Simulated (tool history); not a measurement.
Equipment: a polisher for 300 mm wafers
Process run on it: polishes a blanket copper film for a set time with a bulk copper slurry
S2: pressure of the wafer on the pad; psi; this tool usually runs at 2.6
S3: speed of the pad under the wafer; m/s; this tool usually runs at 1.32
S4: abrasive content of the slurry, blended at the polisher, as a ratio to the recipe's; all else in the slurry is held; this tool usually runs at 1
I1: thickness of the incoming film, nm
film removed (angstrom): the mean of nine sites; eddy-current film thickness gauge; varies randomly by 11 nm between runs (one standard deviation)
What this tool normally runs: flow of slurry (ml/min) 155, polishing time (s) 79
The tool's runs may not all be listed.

run 1 hour=0 | flow_of_slurry_(ml/min)=155 S2=2.6 S3=1.32 S4=0.95 polishing_time_(s)=79 | I1=3884 | film_removed_(angstrom)=6831
run 2 hour=23.9 | flow_of_slurry_(ml/min)=155 S2=2.6 S3=1.32 S4=1 polishing_time_(s)=66 | I1=3941.4 | film_removed_(angstrom)=5983
run 3 hour=57.2 | flow_of_slurry_(ml/min)=155 S2=2.6 S3=1.32 S4=1 polishing_time_(s)=66 | I1=3927.1 | film_removed_(angstrom)=5674
-- hour=81.4 worn pad replaced by a new one
run 4 hour=83.6 | flow_of_slurry_(ml/min)=155 S2=2.6 S3=1.32 S4=1 polishing_time_(s)=79 | I1=3932.4 | film_removed_(angstrom)=8100
-- hour=88.3 slurry blender recalibrated
run 5 hour=109.6 | flow_of_slurry_(ml/min)=155 S2=2.6 S3=1.32 S4=1 polishing_time_(s)=79 | I1=3835.3 | film_removed_(angstrom)=7780
run 6 hour=124.2 | flow_of_slurry_(ml/min)=180 S2=2.6 S3=1.32 S4=1 polishing_time_(s)=79 | I1=3861.8 | film_removed_(angstrom)=7775
run 7 hour=136.4 | flow_of_slurry_(ml/min)=180 S2=2.6 S3=1.32 S4=1 polishing_time_(s)=79 | I1=3917.5 | film_removed_(angstrom)=7778
run 8 hour=217.8 | flow_of_slurry_(ml/min)=180 S2=2.6 S3=1.32 S4=1 polishing_time_(s)=79 | I1=3901.7 | film_removed_(angstrom)=7241
run 9 hour=246.9 | flow_of_slurry_(ml/min)=135 S2=2.6 S3=1.32 S4=1 polishing_time_(s)=79 | I1=3943.7 | film_removed_(angstrom)=6944
-- hour=251.4 head pressure recalibrated
run 10 hour=261 | flow_of_slurry_(ml/min)=180 S2=2.6 S3=1.12 S4=1 polishing_time_(s)=79 | I1=3952.3 | film_removed_(angstrom)=6254
-- hour=288.5 worn pad replaced by a new one
run 11 hour=289 | flow_of_slurry_(ml/min)=180 S2=2.6 S3=1.12 S4=1 polishing_time_(s)=79 | I1=3913.6 | film_removed_(angstrom)=6951
run 12 hour=316.4 | flow_of_slurry_(ml/min)=180 S2=2.6 S3=1.12 S4=1 polishing_time_(s)=79 | I1=3885.3 | film_removed_(angstrom)=6661
run 13 hour=338.7 | flow_of_slurry_(ml/min)=155 S2=2.6 S3=1.32 S4=1 polishing_time_(s)=79 | I1=3845.7 | film_removed_(angstrom)=7563
-- hour=346.8 slurry blender recalibrated
run 14 hour=366 | flow_of_slurry_(ml/min)=110 S2=2.6 S3=1.5 S4=0.75 polishing_time_(s)=79 | I1=3904.2 | film_removed_(angstrom)=7120
run 15 hour=399.2 | flow_of_slurry_(ml/min)=155 S2=3.1 S3=1.32 S4=1 polishing_time_(s)=79 | I1=3852.7 | film_removed_(angstrom)=8311
run 16 hour=411.3 | flow_of_slurry_(ml/min)=155 S2=2.6 S3=1.32 S4=0.95 polishing_time_(s)=79 | I1=3843.8 | film_removed_(angstrom)=7102
run 17 hour=433.4 | flow_of_slurry_(ml/min)=155 S2=2.6 S3=1.32 S4=1 polishing_time_(s)=52 | I1=3836.2 | film_removed_(angstrom)=4484
-- hour=463.8 slurry nozzle cleaned
run 18 hour=464.3 | flow_of_slurry_(ml/min)=155 S2=2.6 S3=1.32 S4=1 polishing_time_(s)=79 | I1=3969.4 | film_removed_(angstrom)=7178
-- hour=470.7 worn pad replaced by a new one
-- hour=557.3 slurry blender recalibrated
run 19 hour=558.6 | flow_of_slurry_(ml/min)=155 S2=2.2 S3=1.32 S4=1 polishing_time_(s)=79 | I1=3894 | film_removed_(angstrom)=6196
run 20 hour=591.4 | flow_of_slurry_(ml/min)=155 S2=3 S3=1.32 S4=1 polishing_time_(s)=104 | I1=3951.3 | film_removed_(angstrom)=10541
run 21 hour=613.2 | flow_of_slurry_(ml/min)=100 S2=2.6 S3=0.94 S4=1 polishing_time_(s)=79 | I1=3975.3 | film_removed_(angstrom)=4771
run 22 hour=638.7 | flow_of_slurry_(ml/min)=155 S2=2.6 S3=1.32 S4=1 polishing_time_(s)=79 | I1=3936 | film_removed_(angstrom)=7102
run 23 hour=655.5 | flow_of_slurry_(ml/min)=125 S2=2.6 S3=1.32 S4=1 polishing_time_(s)=79 | I1=3897.2 | film_removed_(angstrom)=6654
-- hour=678.3 worn pad replaced by a new one
run 24 hour=681.7 | flow_of_slurry_(ml/min)=140 S2=1.9 S3=0.88 S4=1.15 polishing_time_(s)=79 | I1=3869.1 | film_removed_(angstrom)=4344
run 25 hour=696.7 | flow_of_slurry_(ml/min)=155 S2=3.1 S3=0.94 S4=1.25 polishing_time_(s)=67 | I1=3882.9 | film_removed_(angstrom)=5731
run 26 hour=728.3 | flow_of_slurry_(ml/min)=130 S2=2.4 S3=1.32 S4=1 polishing_time_(s)=79 | I1=3868.9 | film_removed_(angstrom)=6652
run 27 hour=751.4 | flow_of_slurry_(ml/min)=115 S2=2.6 S3=1.32 S4=1 polishing_time_(s)=79 | I1=3899.5 | film_removed_(angstrom)=6744
run 28 hour=765.6 | flow_of_slurry_(ml/min)=105 S2=2.6 S3=1.32 S4=1 polishing_time_(s)=79 | I1=3951.5 | film_removed_(angstrom)=6674
run 29 hour=799.4 | flow_of_slurry_(ml/min)=155 S2=2.6 S3=1.32 S4=1 polishing_time_(s)=79 | I1=3847.8 | film_removed_(angstrom)=7271
-- hour=812.6 slurry blender recalibrated
run 30 hour=820.2 | flow_of_slurry_(ml/min)=155 S2=2.6 S3=1.32 S4=1 polishing_time_(s)=79 | I1=3912.5 | film_removed_(angstrom)=7145
-- hour=856.5 worn pad replaced by a new one
run 31 hour=857 | flow_of_slurry_(ml/min)=155 S2=2.6 S3=1.32 S4=1 polishing_time_(s)=79 | I1=3891.7 | film_removed_(angstrom)=7979

Branching from run 31: 3 alternative next runs. What would each branch give?
run A hour=857.4 | flow_of_slurry_(ml/min)=155 S2=2.6 S3=1.32 S4=0.85 polishing_time_(s)=79 | I1=3877.4 | film_removed_(angstrom)=?
run B hour=857.4 | flow_of_slurry_(ml/min)=155 S2=2.6 S3=1.54 S4=1 polishing_time_(s)=79 | I1=3877.4 | film_removed_(angstrom)=?
run C hour=857.4 | flow_of_slurry_(ml/min)=155 S2=2.6 S3=1.32 S4=1 polishing_time_(s)=88 | I1=3877.4 | film_removed_(angstrom)=?

run=A film_removed_(angstrom)=7658
run=B film_removed_(angstrom)=9118
run=C film_removed_(angstrom)=8776
What these runs would have given with no unlogged condition in the tool:
run=A film_removed_(angstrom)=7711
run=B film_removed_(angstrom)=9181
run=C film_removed_(angstrom)=8837
